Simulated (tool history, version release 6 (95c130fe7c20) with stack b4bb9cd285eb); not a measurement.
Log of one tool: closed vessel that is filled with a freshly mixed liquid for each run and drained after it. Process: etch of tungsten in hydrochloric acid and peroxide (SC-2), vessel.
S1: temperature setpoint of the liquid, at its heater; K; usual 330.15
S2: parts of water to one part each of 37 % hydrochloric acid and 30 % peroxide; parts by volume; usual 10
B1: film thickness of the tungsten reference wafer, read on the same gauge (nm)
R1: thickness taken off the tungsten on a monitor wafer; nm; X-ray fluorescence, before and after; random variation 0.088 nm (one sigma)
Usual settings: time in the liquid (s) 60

{"run": 1, "hour": 0.0, "S1": 330.15, "S2": 10, "time in the liquid (s)": 60, "B1": 90, "R1": 22.93}
{"run": 2, "hour": 52.7, "S1": 330.15, "S2": 10, "time in the liquid (s)": 60, "B1": 90, "R1": 22.95}
{"run": 3, "hour": 140.6, "S1": 330.15, "S2": 10, "time in the liquid (s)": 60, "B1": 89.96, "R1": 22.83}
{"run": 4, "hour": 242.9, "S1": 330.15, "S2": 10, "time in the liquid (s)": 60, "B1": 90.01, "R1": 22.72}
{"run": 5, "hour": 312.8, "S1": 330.15, "S2": 10, "time in the liquid (s)": 60, "B1": 89.98, "R1": 22.68}
{"run": 6, "hour": 404.2, "S1": 330.15, "S2": 10, "time in the liquid (s)": 60, "B1": 90.02, "R1": 22.74}
{"run": 7, "hour": 452.1, "S1": 324.15, "S2": 8, "time in the liquid (s)": 60, "B1": 90.01, "R1": 18.39}
{"run": 8, "hour": 545.7, "S1": 324.15, "S2": 8, "time in the liquid (s)": 60, "B1": 90.01, "R1": 17.85}
{"run": 9, "hour": 634.6, "S1": 330.15, "S2": 10, "time in the liquid (s)": 60, "B1": 89.99, "R1": 21.94}
{"run": 10, "hour": 864.2, "S1": 334.15, "S2": 12, "time in the liquid (s)": 80, "B1": 89.98, "R1": 34.91}
{"run": 11, "hour": 955.5, "S1": 330.15, "S2": 10, "time in the liquid (s)": 60, "B1": 90.01, "R1": 23.68}
{"run": 12, "hour": 1042.8, "S1": 330.15, "S2": 10, "time in the liquid (s)": 60, "B1": 90.02, "R1": 23.89}
{"run": 13, "hour": 1134.6, "S1": 323.15, "S2": 8.5, "time in the liquid (s)": 70, "B1": 90.01, "R1": 20}
{"run": 14, "hour": 1185.4, "S1": 330.15, "S2": 10, "time in the liquid (s)": 60, "B1": 90.03, "R1": 23.7}
{"run": 15, "hour": 1277.4, "S1": 330.15, "S2": 10, "time in the liquid (s)": 60, "B1": 89.99, "R1": 23.71}
{"run": 16, "hour": 1381.0, "S1": 330.15, "S2": 10, "time in the liquid (s)": 50, "B1": 90, "R1": 19.68}
{"run": 17, "hour": 1436.0, "S1": 338.15, "S2": 15, "time in the liquid (s)": 30, "B1": 90, "R1": 13.71}
{"run": 18, "hour": 1511.2, "S1": 330.15, "S2": 6, "time in the liquid (s)": 60, "B1": 90.01, "R1": 35.37}
{"run": 19, "hour": 1592.0, "S1": 330.15, "S2": 10, "time in the liquid (s)": 95, "B1": 90.05, "R1": 37.32}

Not shown: 6 entries that the log had between the listed runs. Between which runs, and how does the tool's hidden state differ before and after?
Between runs 2 and 3: new drum of peroxide connected (hour 60.5)
  liquid colder than its thermometer reads (K): 0.679 -> 0.704
  measured less the result without the state, R1: -1.02 -> -1.05 nm
Between runs 7 and 8: thermometer replaced (hour 514)
  liquid colder than its thermometer reads (K): 0.792 -> 1.27
  measured less the result without the state, R1: -0.99 -> -1.58 nm
Between runs 9 and 10: chemicals flow meter replaced (hour 788.2); thermometer replaced, repeated, since the last time left the tool worse (hour 830.8); gauge calibrated (hour 845.5)
  liquid colder than its thermometer reads (K): 1.29 -> 0.0115
  measured less the result without the state, R1: -1.89 -> -0.02 nm
Between runs 11 and 12: new drum of peroxide connected (hour 956.8)
  liquid colder than its thermometer reads (K): 0.0373 -> 0.062
  measured less the result without the state, R1: -0.06 -> -0.09 nm

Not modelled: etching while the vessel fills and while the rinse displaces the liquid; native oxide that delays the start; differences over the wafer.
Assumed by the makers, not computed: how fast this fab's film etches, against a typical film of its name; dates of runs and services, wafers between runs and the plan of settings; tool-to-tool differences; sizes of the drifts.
